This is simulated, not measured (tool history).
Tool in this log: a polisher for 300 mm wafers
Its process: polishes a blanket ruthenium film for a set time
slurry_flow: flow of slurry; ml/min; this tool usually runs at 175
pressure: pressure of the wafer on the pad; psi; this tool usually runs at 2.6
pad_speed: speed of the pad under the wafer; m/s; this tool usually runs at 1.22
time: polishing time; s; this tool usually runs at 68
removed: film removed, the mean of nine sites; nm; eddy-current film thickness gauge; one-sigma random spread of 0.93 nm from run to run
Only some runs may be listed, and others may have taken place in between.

run,day,slurry_flow,pressure,pad_speed,time,wafers since the last listed run,wafers polished on this pad,hours since the slurry nozzle was cleaned,hours since the head pressure was calibrated,"incoming thickness of the incoming film, nm",removed
1,0,175,2.2,1.22,68,0,852,196.4,501.9,337.5,103.3
2,1.154,175,2.6,1.22,57,271,1123,224.1,529.6,340.8,102.8
3,1.662,175,2.6,0.96,68,119,1243,236.3,541.8,344.5,102.2
4,2.404,175,2.6,0.96,68,174,1417,254.1,559.6,341.8,102
5,2.917,175,2.6,0.96,68,120,1538,266.4,571.9,336.6,102.1
# day 3.138: worn pad replaced by a new one
6,4.138,175,2.6,1.22,68,247,235,295.7,601.2,333.6,120.7
7,5.529,175,2.6,1.22,68,327,562,329.1,634.6,339.5,121.2
8,6.829,175,2.6,1.22,68,305,867,360.3,665.8,334.1,123.5
9,7.521,175,2.6,1.22,68,162,1030,376.9,682.4,338.8,121.7
# day 8.175: slurry nozzle cleaned
# day 8.35: head pressure recalibrated
10,8.371,175,3,1.22,68,170,1200,4.7,0.5,336.3,142.1
# day 9.154: worn pad replaced by a new one
11,9.217,175,2.6,1.22,68,159,14,25,20.8,341.7,121.7
12,10.125,175,2.6,1.22,68,213,227,46.8,42.6,334.1,121.4
13,11.775,175,2,1.22,83,387,615,86.4,82.2,339,115
14,12.35,175,3.5,0.8,75,135,750,100.2,96,342.7,133.2
15,13.783,205,2.6,1.22,68,336,1087,134.6,130.4,334,126
16,15.083,175,3.2,1.22,68,305,1392,165.8,161.6,344.3,150
# day 15.588: worn pad replaced by a new one
17,16.204,175,2.6,1.22,68,224,144,192.7,188.5,341.5,120.4
18,17.221,175,2.6,1.22,68,238,383,217.1,212.9,339.3,121.2
19,18.267,220,2.9,0.8,68,245,629,242.2,238,339.7,104.1
20,19.238,140,2.6,0.86,58,228,857,265.5,261.3,340.3,78.6
21,20.429,175,2.1,1.12,88,280,1137,294.1,289.9,338.5,119.1
22,21.008,220,2.6,1.42,68,136,1273,308,303.8,333,141.2
# day 22.142: worn pad replaced by a new one
23,22.492,175,2.6,1.22,68,309,82,343.6,339.4,334.2,121.4
24,23.838,145,2.6,1.52,68,316,398,375.9,371.7,336.1,139.7
25,25.179,175,2.8,0.9,68,315,713,408.1,403.9,341.6,105.3
26,25.929,175,1.9,1.22,60,176,890,426.1,421.9,336.3,79.2

What if the next run were any one of these 5? Each begins from the tool's condition after run 26:
A,25.95,200,2.6,1.22,68,4,895,426.6,422.4,341.3,?
B,25.95,175,2.6,0.84,61,4,895,426.6,422.4,341.3,?
C,25.95,175,3,1.58,68,4,895,426.6,422.4,341.3,?
D,25.95,160,2.2,1.22,68,4,895,426.6,422.4,341.3,?
E,25.95,175,2.3,1.22,81,4,895,426.6,422.4,341.3,?

run,removed
A,122.2
B,82.3
C,168.7
D,99.7
E,126.2
Take away the tool's hidden state, keep each run's random variation, and the runs would have read:
run,removed
A,122.2
B,82.3
C,168.7
D,99.7
E,126.2
